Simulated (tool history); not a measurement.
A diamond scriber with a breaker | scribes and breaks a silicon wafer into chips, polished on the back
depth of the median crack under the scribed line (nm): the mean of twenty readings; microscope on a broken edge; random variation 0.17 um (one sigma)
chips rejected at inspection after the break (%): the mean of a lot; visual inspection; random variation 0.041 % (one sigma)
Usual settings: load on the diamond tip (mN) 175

| run | day | load on the diamond tip (mN) | incoming depth of the damage left on the back of the incoming wafer, um | depth of the median crack under the scribed line (nm) | chips rejected at inspection after the break (%) |
|---|---|---|---|---|---|
| 1 | 0.000 | 188 | 0.03 | 8250 | 1.53 |
| 2 | 1.179 | 188 | 0.05 | 8390 | 1.75 |
| 3 | 2.662 | 188 | 0.01 | 8010 | 1.79 |
| 4 | 3.183 | 208 | 0.04 | 8350 | 0.99 |
| 5 | 4.629 | 208 | 0.04 | 8370 | 1.16 |
| 6 | 5.512 | 208 | 0.04 | 8360 | 1.36 |
| 7 | 6.988 | 175 | 0.05 | 7830 | 2.77 |
| 8 | 8.350 | 175 | 0.04 | 7690 | 3.26 |
| 9 | 9.333 | 175 | 0.04 | 7480 | 3.01 |
| 10 | 10.675 | 175 | 0.04 | 7410 | 3.10 |
| 11 | 11.338 | 190 | 0.05 | 7590 | 2.46 |
|  | 11.579 | diamond tip replaced by a new one |
| 12 | 12.383 | 129 | 0.03 | 8060 | 2.03 |
| 13 | 13.692 | 224 | 0.02 | 9700 | 1.50 |
| 14 | 16.333 | 190 | 0.03 | 9070 | 0.66 |
|  | 17.200 | load on the tip recalibrated |
| 15 | 17.550 | 192 | 0.02 | 8910 | 0.65 |
| 16 | 18.629 | 128 | 0.01 | 7790 | 2.36 |
| 17 | 19.158 | 190 | 0.01 | 9120 | 0.65 |
| 18 | 19.833 | 194 | 0.02 | 9010 | 0.59 |
| 19 | 20.942 | 191 | 0.03 | 9180 | 0.62 |
| 20 | 21.846 | 142 | 0.02 | 8240 | 1.72 |
| 21 | 22.475 | 135 | 0.05 | 7940 | 2.29 |
| 22 | 23.967 | 175 | 0.04 | 8790 | 0.89 |

Forecast each of these 3 alternatives for the next run:
| A | 23.992 | 175 | 0.05 | ? | ? |
| B | 23.992 | 132 | 0.05 | ? | ? |
| C | 23.992 | 138 | 0.05 | ? | ? |

| run | depth of the median crack under the scribed line (nm) | chips rejected at inspection after the break (%) |
|---|---|---|
| A | 8600 | 0.76 |
| B | 7770 | 2.45 |
| C | 7890 | 2.09 |
Without the tool's hidden state the same runs would have given:
| run | depth of the median crack under the scribed line (nm) | chips rejected at inspection after the break (%) |
|---|---|---|
| A | 9000 | 0.57 |
| B | 8140 | 1.47 |
| C | 8260 | 1.22 |
